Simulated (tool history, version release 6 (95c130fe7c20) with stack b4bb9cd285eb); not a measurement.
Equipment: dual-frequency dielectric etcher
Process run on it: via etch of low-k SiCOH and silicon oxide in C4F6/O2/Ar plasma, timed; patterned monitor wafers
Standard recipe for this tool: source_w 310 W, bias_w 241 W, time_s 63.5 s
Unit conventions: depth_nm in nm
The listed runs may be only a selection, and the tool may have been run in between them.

run,hour,source_w,bias_w,time_s,"read-back reference wafer on the same gauge, depth_nm",depth_nm
1,0.0,330,261,63.5,175.9,182.5
2,48.7,330,261,63.5,176.1,181.9
3,140.2,310,241,63.5,176.0,169.1
4,202.7,310,271,63.5,176.1,180.3
5,262.1,310,271,63.5,176.0,179.4
6,339.2,280,241,63.5,175.9,160.6
7,398.5,310,253,63.5,175.9,172.3
# hour 442.5: wet clean of the chamber
8,494.1,310,253,63.5,176.1,172.4
# hour 506.2: source power generator calibrated
9,567.7,310,253,63.5,176.0,171.3
10,643.1,240,212,80.5,176.0,172.9
# hour 691.9: bias power generator calibrated
# hour 694.7: gauge calibrated
# hour 696.6: upper electrode replaced, of another model than before
11,738.9,310,291,72.5,175.7,224.8
# hour 924.0: wet clean of the chamber
12,947.7,280,241,63.5,176.0,167.5
13,1023.2,260,273,73.5,176.2,207.8
14,1062.7,330,241,51.0,176.0,142.1
15,1134.0,330,284,48.5,176.0,150.5
16,1191.9,310,218,63.5,175.9,157.9
17,1239.1,290,197,63.5,176.1,143.1
18,1326.9,310,241,54.0,175.8,146.2

The same runs without the tool's hidden state, with the same run-to-run variation:
Hidden state present: etch rate over this chamber's usual, %; source power that arrives over what is set, %; bias power that arrives over what is set, %; gauge reads high (%).
run,depth_nm
1,185.3
2,184.9
3,172.1
4,183.9
5,183.2
6,164.3
7,176.6
8,177.2
9,176.4
10,178.3
11,224.7
12,167.5
13,207.9
14,142.3
15,150.7
16,158.2
17,143.5
18,146.7
